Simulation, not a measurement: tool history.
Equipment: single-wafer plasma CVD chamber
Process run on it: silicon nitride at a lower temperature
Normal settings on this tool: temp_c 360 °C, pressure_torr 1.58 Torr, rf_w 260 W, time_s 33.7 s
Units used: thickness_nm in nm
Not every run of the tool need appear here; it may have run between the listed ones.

run,hour,temp_c,pressure_torr,rf_w,time_s,wafers since the last listed run,hours since the last thermocouple change,hours since the last RF generator calibration,hours since the last manometer calibration,hours since the showerhead was replaced,hours since the gauge calibration,"read-back reference wafer on the same gauge, thickness_nm",thickness_nm
1,0,365,1.58,260,33.7,0,1164,1797.7,1549,3893.5,74.7,35.097,32.371
2,18.7,365,1.58,260,33.7,379,1182.7,1816.4,1567.7,3912.2,93.4,35.108,32.361
3,46.1,365,1.58,260,33.7,556,1210.1,1843.8,1595.1,3939.6,120.8,35.096,32.425
4,80.5,360,1.58,260,33.7,698,1244.5,1878.2,1629.5,3974,155.2,35.094,32.332
5,114.3,360,1.58,260,33.7,686,1278.3,1912,1663.3,4007.8,189,35.107,32.393
6,127,360,1.58,260,33.7,257,1291,1924.7,1676,4020.5,201.7,35.102,32.281
7,141.3,360,1.58,260,32.1,290,1305.3,1939,1690.3,4034.8,216,35.102,30.775
# hour 151.3: capacitance manometer re-zeroed and calibrated
8,156.6,360,1.58,260,30.7,148,1320.6,1954.3,5.3,4050.1,231.3,35.095,30.055
9,191.9,360,1.25,235,35.8,716,1355.9,1989.6,40.6,4085.4,266.6,35.106,30.594
10,254.7,353,1.44,260,37.8,1274,1418.7,2052.4,103.4,4148.2,329.4,35.099,35.955
11,270.4,360,1.58,235,33.7,318,1434.4,2068.1,119.1,4163.9,345.1,35.108,30.919
12,284.7,360,1.36,260,36.8,290,1448.7,2082.4,133.4,4178.2,359.4,35.097,34.198
# hour 324.9: showerhead replaced
13,332.5,360,1.58,275,33.7,807,1496.5,2130.2,181.2,7.6,407.2,35.09,34.038
# hour 345.1: gauge calibrated
# hour 346.1: thermocouple changed; heater temperature recalibrated
# hour 358.1: RF generator calibrated
14,388.1,360,1.58,260,29.7,803,42,30,236.8,63.2,43,35.095,30.244
15,486.8,360,1.58,260,30.7,2003,140.7,128.7,335.5,161.9,141.7,35.102,30.979
16,501.8,360,1.58,260,33.7,304,155.7,143.7,350.5,176.9,156.7,35.096,33.896

3 ways to go on from here, each from the tool as it stands after run 16. What would each give?
A,502.2,360,1.58,260,33.7,8,156.1,144.1,350.9,177.3,157.1,?,?
B,502.2,356,1.58,260,33.7,8,156.1,144.1,350.9,177.3,157.1,?,?
C,502.2,351,1.58,260,33.7,8,156.1,144.1,350.9,177.3,157.1,?,?

run,"read-back reference wafer on the same gauge, thickness_nm",thickness_nm
A,35.099,33.918
B,35.099,33.968
C,35.099,34.033
Without the tool's unlogged condition, the same runs would have read:
run,thickness_nm
A,34.765
B,34.817
C,34.883
